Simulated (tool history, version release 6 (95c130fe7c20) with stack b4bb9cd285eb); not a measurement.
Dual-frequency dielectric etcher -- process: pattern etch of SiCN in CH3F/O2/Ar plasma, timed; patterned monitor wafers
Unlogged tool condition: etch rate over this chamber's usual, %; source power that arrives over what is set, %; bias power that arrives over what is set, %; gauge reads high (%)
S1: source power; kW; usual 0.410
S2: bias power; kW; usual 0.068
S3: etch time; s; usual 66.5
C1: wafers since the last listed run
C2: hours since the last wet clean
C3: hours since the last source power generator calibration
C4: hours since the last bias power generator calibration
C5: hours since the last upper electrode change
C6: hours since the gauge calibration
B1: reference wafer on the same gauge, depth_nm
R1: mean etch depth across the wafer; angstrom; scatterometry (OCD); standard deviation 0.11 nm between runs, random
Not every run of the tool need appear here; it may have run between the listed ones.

run,hour,S1,S2,S3,C1,C2,C3,C4,C5,C6,B1,R1
1,0.0,0.410,0.068,66.5,0,429.7,3285.1,3543.1,2409.9,203.7,24.94,239.0
2,30.0,0.410,0.068,66.5,369,459.7,3315.1,3573.1,2439.9,233.7,24.90,236.6
3,48.2,0.410,0.068,66.5,224,477.9,3333.3,3591.3,2458.1,251.9,24.92,236.3
# hour 76.1: wet clean of the chamber
4,76.6,0.410,0.068,66.5,54,0.5,3361.7,3619.7,2486.5,280.3,24.91,249.5
5,105.1,0.410,0.055,66.5,351,29.0,3390.2,3648.2,2515.0,308.8,24.94,228.6
6,140.4,0.410,0.068,66.5,434,64.3,3425.5,3683.5,2550.3,344.1,24.87,246.8
7,210.0,0.410,0.068,66.5,857,133.9,3495.1,3753.1,2619.9,413.7,24.91,243.7
8,233.5,0.410,0.068,66.5,289,157.4,3518.6,3776.6,2643.4,437.2,24.92,243.4
9,268.8,0.410,0.068,53.0,434,192.7,3553.9,3811.9,2678.7,472.5,24.91,193.7
10,284.4,0.410,0.068,53.0,192,208.3,3569.5,3827.5,2694.3,488.1,24.90,194.9
11,307.3,0.410,0.068,66.5,282,231.2,3592.4,3850.4,2717.2,511.0,24.91,244.2
12,335.3,0.410,0.068,66.5,344,259.2,3620.4,3878.4,2745.2,539.0,24.92,241.6
13,357.1,0.410,0.068,66.5,268,281.0,3642.2,3900.2,2767.0,560.8,24.94,243.9
14,381.6,0.410,0.068,66.5,301,305.5,3666.7,3924.7,2791.5,585.3,24.88,241.2
15,402.8,0.410,0.068,66.5,261,326.7,3687.9,3945.9,2812.7,606.5,24.88,243.4
# hour 441.1: upper electrode replaced
16,441.6,0.350,0.081,60.5,182,365.5,3726.7,3984.7,0.5,645.3,24.90,218.9
17,466.4,0.380,0.068,66.5,305,390.3,3751.5,4009.5,25.3,670.1,24.93,233.4
18,502.2,0.410,0.072,66.5,440,426.1,3787.3,4045.3,61.1,705.9,24.89,245.0
# hour 520.3: gauge calibrated
# hour 523.3: source power generator calibrated
# hour 541.0: wet clean of the chamber
19,541.5,0.410,0.063,59.5,217,0.5,18.2,4084.6,100.4,21.2,24.89,217.1
20,545.7,0.410,0.068,66.5,51,4.7,22.4,4088.8,104.6,25.4,24.92,248.1
21,558.8,0.360,0.064,81.5,161,17.8,35.5,4101.9,117.7,38.5,24.83,286.3
22,571.2,0.330,0.068,60.0,152,30.2,47.9,4114.3,130.1,50.9,24.86,206.8
# hour 576.3: bias power generator calibrated
23,602.6,0.350,0.084,59.0,337,61.6,79.3,26.3,161.5,82.3,24.91,223.7
24,624.2,0.450,0.075,77.0,266,83.2,100.9,47.9,183.1,103.9,24.89,309.3
25,647.9,0.380,0.068,81.5,291,106.9,124.6,71.6,206.8,127.6,24.90,293.8
26,660.0,0.410,0.068,66.5,149,119.0,136.7,83.7,218.9,139.7,24.93,248.9
27,676.0,0.410,0.068,56.0,197,135.0,152.7,99.7,234.9,155.7,24.87,205.6
28,694.2,0.410,0.068,66.5,224,153.2,170.9,117.9,253.1,173.9,24.93,245.8
29,706.4,0.410,0.068,61.0,150,165.4,183.1,130.1,265.3,186.1,24.91,226.5
30,730.0,0.370,0.068,66.5,290,189.0,206.7,153.7,288.9,209.7,24.91,235.4

Hidden state, per run?
source power that arrives over what is set, %: 0 across all the runs
bias power that arrives over what is set, %: 0 across all the runs
gauge reads high (%): 0 across all the runs
H1: etch rate over this chamber's usual, %
run,H1
1,-3.64
2,-3.87
3,-4.01
4,0.342
5,0.123
6,-0.149
7,-0.684
8,-0.865
9,-1.14
10,-1.26
11,-1.43
12,-1.65
13,-1.82
14,-2
15,-2.17
16,-2.47
17,-2.66
18,-2.93
19,0.876
20,0.844
21,0.743
22,0.647
23,0.406
24,0.24
25,0.0575
26,-0.0356
27,-0.159
28,-0.299
29,-0.392
30,-0.574
